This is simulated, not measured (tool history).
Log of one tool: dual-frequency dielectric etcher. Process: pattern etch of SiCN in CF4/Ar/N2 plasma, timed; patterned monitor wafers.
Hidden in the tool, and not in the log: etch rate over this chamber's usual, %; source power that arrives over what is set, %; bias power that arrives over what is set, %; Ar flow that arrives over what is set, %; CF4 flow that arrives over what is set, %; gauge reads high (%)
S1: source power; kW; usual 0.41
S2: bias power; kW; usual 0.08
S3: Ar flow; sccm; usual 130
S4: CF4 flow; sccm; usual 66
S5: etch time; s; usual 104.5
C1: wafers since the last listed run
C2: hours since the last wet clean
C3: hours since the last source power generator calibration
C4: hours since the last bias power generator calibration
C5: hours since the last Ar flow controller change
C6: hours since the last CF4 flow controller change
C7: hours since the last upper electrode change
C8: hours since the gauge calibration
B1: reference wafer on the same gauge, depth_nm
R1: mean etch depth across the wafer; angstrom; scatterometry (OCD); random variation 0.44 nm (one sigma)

run	hour	S1	S2	S3	S4	S5	C1	C2	C3	C4	C5	C6	C7	C8	B1	R1
1	0	0.41	0.067	130	66	104.5	0	103.7	80.5	3429.7	3677.5	1224	56.8	1183.9	93.2	771
2	81.3	0.41	0.067	130	66	104.5	716	185	161.8	3511	3758.8	1305.3	138.1	1265.2	93.1	771
# hour 104: bias power generator calibrated
3	123.6	0.41	0.08	106	66	104.5	337	227.3	204.1	19.6	3801.1	1347.6	180.4	1307.5	93.2	877
4	162.1	0.41	0.08	106	66	104.5	339	265.8	242.6	58.1	3839.6	1386.1	218.9	1346	93.2	884
# hour 213: gauge calibrated
# hour 236.6: Ar flow controller replaced
5	237.1	0.41	0.08	106	66	104.5	607	340.8	317.6	133.1	0.5	1461.1	293.9	24.1	93.1	891
6	269.9	0.48	0.08	108	66	104.5	288	373.6	350.4	165.9	33.3	1493.9	326.7	56.9	93.2	1045
7	303.5	0.41	0.08	105	66	104.5	295	407.2	384	199.5	66.9	1527.5	360.3	90.5	93.2	892
8	337.2	0.41	0.08	130	66	104.5	296	440.9	417.7	233.2	100.6	1561.2	394	124.2	93.3	862
# hour 391.4: wet clean of the chamber
9	394.5	0.41	0.08	130	66	133.5	293	3.1	475	290.5	157.9	1618.5	451.3	181.5	93.2	1078
10	432.4	0.41	0.089	150	66	104.5	333	41	512.9	328.4	195.8	1656.4	489.2	219.4	93.4	878
11	492	0.41	0.08	130	66	104.5	524	100.6	572.5	388	255.4	1716	548.8	279	93.4	855
12	518.2	0.41	0.08	130	66	104.5	230	126.8	598.7	414.2	281.6	1742.2	575	305.2	93.3	851
13	563.6	0.5	0.08	130	59	104.5	399	172.2	644.1	459.6	327	1787.6	620.4	350.6	93.1	1019
# hour 582.5: CF4 flow controller replaced
14	602	0.48	0.092	144	74	104.5	285	210.6	682.5	498	365.4	19.5	658.8	389	93.2	1101
15	642.7	0.41	0.08	155	66	93	358	251.3	723.2	538.7	406.1	60.2	699.5	429.7	93.1	746
16	695.1	0.41	0.08	101	75	104.5	461	303.7	775.6	591.1	458.5	112.6	751.9	482.1	93.3	920
17	758.2	0.37	0.098	130	66	104.5	555	366.8	838.7	654.2	521.6	175.7	815	545.2	93.2	859
# hour 823.3: wet clean of the chamber
18	823.8	0.41	0.08	130	57	104.5	366	0.5	904.3	719.8	587.2	241.3	880.6	610.8	93.2	815
19	851.2	0.35	0.08	130	66	104.5	241	27.9	931.7	747.2	614.6	268.7	908	638.2	93.2	719
20	922.2	0.38	0.08	130	79	104.5	625	98.9	1002.7	818.2	685.6	339.7	979	709.2	93.1	807
21	948.7	0.41	0.068	130	56	81	233	125.4	1029.2	844.7	712.1	366.2	1005.5	735.7	93.2	581

4 ways to go on from here, each from the tool as it stands after run 21. What would each give?
A	949.1	0.41	0.08	130	81	104.5	3	125.8	1029.6	845.1	712.5	366.6	1005.9	736.1	?	?
B	949.1	0.5	0.08	109	55	104.5	3	125.8	1029.6	845.1	712.5	366.6	1005.9	736.1	?	?
C	949.1	0.47	0.087	130	66	104.5	3	125.8	1029.6	845.1	712.5	366.6	1005.9	736.1	?	?
D	949.1	0.41	0.08	130	66	89	3	125.8	1029.6	845.1	712.5	366.6	1005.9	736.1	?	?

run	B1	R1
A	93.2	894
B	93.2	1025
C	93.2	1026
D	93.2	727
Without the tool's hidden state the same runs would have given:
run	R1
A	884
B	1013
C	1015
D	719
